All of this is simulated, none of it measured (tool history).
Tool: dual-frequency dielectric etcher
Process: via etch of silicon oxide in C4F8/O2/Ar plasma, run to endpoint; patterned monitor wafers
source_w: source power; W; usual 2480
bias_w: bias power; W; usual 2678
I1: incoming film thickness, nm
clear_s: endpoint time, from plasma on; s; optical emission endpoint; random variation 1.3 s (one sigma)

run 1 hour=0.0 | source_w=2480 bias_w=2396 | I1=1319.5 | clear_s=242.1
run 2 hour=11.0 | source_w=2480 bias_w=2396 | I1=1317.5 | clear_s=240.1
run 3 hour=26.7 | source_w=2480 bias_w=2678 | I1=1315.1 | clear_s=235.2
-- hour=51.4 upper electrode replaced
run 4 hour=51.9 | source_w=2480 bias_w=2678 | I1=1299.9 | clear_s=233.5
run 5 hour=52.3 | source_w=2480 bias_w=2678 | I1=1308.9 | clear_s=233.4
run 6 hour=56.9 | source_w=2480 bias_w=2678 | I1=1319.8 | clear_s=232.6
-- hour=62.7 source power generator calibrated
run 7 hour=68.5 | source_w=2480 bias_w=2678 | I1=1313.8 | clear_s=236.4
run 8 hour=78.1 | source_w=2480 bias_w=2678 | I1=1317.2 | clear_s=234.5
run 9 hour=86.7 | source_w=2480 bias_w=2678 | I1=1318.9 | clear_s=234.3
run 10 hour=97.0 | source_w=2480 bias_w=2678 | I1=1330.6 | clear_s=240.4
run 11 hour=107.3 | source_w=2480 bias_w=2678 | I1=1310.2 | clear_s=233.6
run 12 hour=122.4 | source_w=2480 bias_w=2678 | I1=1317.0 | clear_s=234.6
-- hour=148.8 wet clean of the chamber
run 13 hour=149.3 | source_w=2480 bias_w=2678 | I1=1308.6 | clear_s=233.7
run 14 hour=149.7 | source_w=2480 bias_w=2678 | I1=1298.5 | clear_s=229.7
run 15 hour=160.1 | source_w=2480 bias_w=2678 | I1=1329.2 | clear_s=235.8
run 16 hour=175.1 | source_w=2890 bias_w=2678 | I1=1310.2 | clear_s=218.1
run 17 hour=185.3 | source_w=2480 bias_w=2111 | I1=1312.7 | clear_s=248.8
run 18 hour=199.2 | source_w=2850 bias_w=2144 | I1=1317.8 | clear_s=234.1
run 19 hour=207.4 | source_w=2480 bias_w=2678 | I1=1318.8 | clear_s=234.7
run 20 hour=218.1 | source_w=3040 bias_w=2498 | I1=1312.8 | clear_s=216.5
run 21 hour=229.3 | source_w=2690 bias_w=2494 | I1=1318.4 | clear_s=229.9
run 22 hour=239.7 | source_w=2480 bias_w=2847 | I1=1303.7 | clear_s=227.1
run 23 hour=256.5 | source_w=2920 bias_w=2414 | I1=1306.3 | clear_s=220.7
run 24 hour=271.9 | source_w=2930 bias_w=2678 | I1=1298.1 | clear_s=215.3
run 25 hour=282.0 | source_w=2990 bias_w=2936 | I1=1309.4 | clear_s=211.2
run 26 hour=292.3 | source_w=2720 bias_w=2357 | I1=1312.6 | clear_s=232.4
run 27 hour=307.2 | source_w=2040 bias_w=3124 | I1=1310.5 | clear_s=244.9
run 28 hour=322.4 | source_w=2260 bias_w=3339 | I1=1309.0 | clear_s=228.1
run 29 hour=340.1 | source_w=2770 bias_w=2158 | I1=1327.3 | clear_s=237.0
run 30 hour=357.9 | source_w=2230 bias_w=2186 | I1=1323.2 | clear_s=260.9
run 31 hour=370.7 | source_w=2480 bias_w=2678 | I1=1304.7 | clear_s=233.8
run 32 hour=384.5 | source_w=2480 bias_w=2678 | I1=1308.5 | clear_s=232.5
run 33 hour=396.4 | source_w=2780 bias_w=3060 | I1=1311.1 | clear_s=215.7
run 34 hour=405.2 | source_w=3010 bias_w=2234 | I1=1314.0 | clear_s=226.7

Forecast each of these 5 alternatives for the next run:
run A hour=405.7 | source_w=2480 bias_w=2678 | I1=1292.6 | clear_s=?
run B hour=405.7 | source_w=2010 bias_w=2678 | I1=1292.6 | clear_s=?
run C hour=405.7 | source_w=2480 bias_w=3027 | I1=1292.6 | clear_s=?
run D hour=405.7 | source_w=2320 bias_w=2099 | I1=1292.6 | clear_s=?
run E hour=405.7 | source_w=1990 bias_w=2109 | I1=1292.6 | clear_s=?

run=A clear_s=231.1
run=B clear_s=254.3
run=C clear_s=223.7
run=D clear_s=253.2
run=E clear_s=271.5
Without the tool's hidden state the same runs would have given:
run=A clear_s=231.1
run=B clear_s=254.3
run=C clear_s=223.7
run=D clear_s=253.2
run=E clear_s=271.5

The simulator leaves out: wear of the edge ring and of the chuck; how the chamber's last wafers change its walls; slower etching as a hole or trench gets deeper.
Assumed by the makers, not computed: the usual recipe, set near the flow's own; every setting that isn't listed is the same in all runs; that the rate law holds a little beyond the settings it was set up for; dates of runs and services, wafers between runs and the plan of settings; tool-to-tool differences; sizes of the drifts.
